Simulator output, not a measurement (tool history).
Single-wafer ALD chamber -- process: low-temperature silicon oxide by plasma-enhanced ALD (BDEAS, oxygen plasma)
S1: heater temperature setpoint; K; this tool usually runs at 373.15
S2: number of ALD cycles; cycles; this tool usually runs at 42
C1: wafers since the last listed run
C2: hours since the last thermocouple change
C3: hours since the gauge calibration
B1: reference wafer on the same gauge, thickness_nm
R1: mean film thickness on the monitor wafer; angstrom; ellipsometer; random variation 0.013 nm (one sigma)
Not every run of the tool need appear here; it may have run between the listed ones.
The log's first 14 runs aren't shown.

run    hour      S1  S2    C1      C2      C3     B1     R1
 15   730.1  373.15  42   491  2267.3   120.5  6.003  53.63
 16   756.2  373.15  42   208  2293.4   146.6  5.997  53.89
 17   796.7  373.15  42   323  2333.9   187.1  5.998  53.49
      818.5  -- thermocouple changed; heater temperature recalibrated
 18   847.2  369.15  48   339    28.7   237.6  6.004  62.19
 19   881.1  378.15  48   270    62.6   271.5  6.006  61.21
 20   983.9  373.15  42   821   165.4   374.3  6.012  53.87
 21  1010.9  373.15  42   215   192.4   401.3  6.006  53.87
 22  1064.1  373.15  42   424   245.6   454.5  6.003  53.56
 23  1211.2  373.15  50  1175   392.7   601.6  6.021  64.25
 24  1256.9  382.15  47   365   438.4   647.3  6.021  59.33
 25  1291.8  365.15  47   278   473.3   682.2  6.022  61.76
 26  1326.7  362.15  46   278   508.2   717.1  6.026  61.06
 27  1380.5  373.15  39   429     562   770.9  6.037  50.02
 28  1441.5  366.15  46   487     623   831.9  6.031  60.48
 29    1504  367.15  45   499   685.5   894.4  6.042  58.77
 30  1529.5  373.15  37   203     711   919.9  6.037  47.56
 31  1580.5  377.15  49   407     762   970.9  6.053  62.46
 32  1641.9  383.15  42   490   823.4  1032.3  6.052  53.66
 33  1675.3  360.15  37   266   856.8  1065.7  6.061  49.66
 34  1712.9  373.15  46   300   894.4  1103.3  6.061  59.09

4 ways to go on from here, each from the tool as it stands after run 34. What would each give?
  A  1713.4  359.15  42   3  894.9  1103.8   ?   ?
  B  1713.4  373.15  45   3  894.9  1103.8   ?   ?
  C  1713.4  385.15  37   3  894.9  1103.8   ?   ?
  D  1713.4  373.15  47   3  894.9  1103.8   ?   ?

run     B1     R1
  A  6.064  56.59
  B  6.064  58.05
  C  6.064  46.82
  D  6.064  60.63
With no hidden state in the tool, these same runs would have given:
run     R1
  A     56
  B  57.44
  C  46.33
  D     60

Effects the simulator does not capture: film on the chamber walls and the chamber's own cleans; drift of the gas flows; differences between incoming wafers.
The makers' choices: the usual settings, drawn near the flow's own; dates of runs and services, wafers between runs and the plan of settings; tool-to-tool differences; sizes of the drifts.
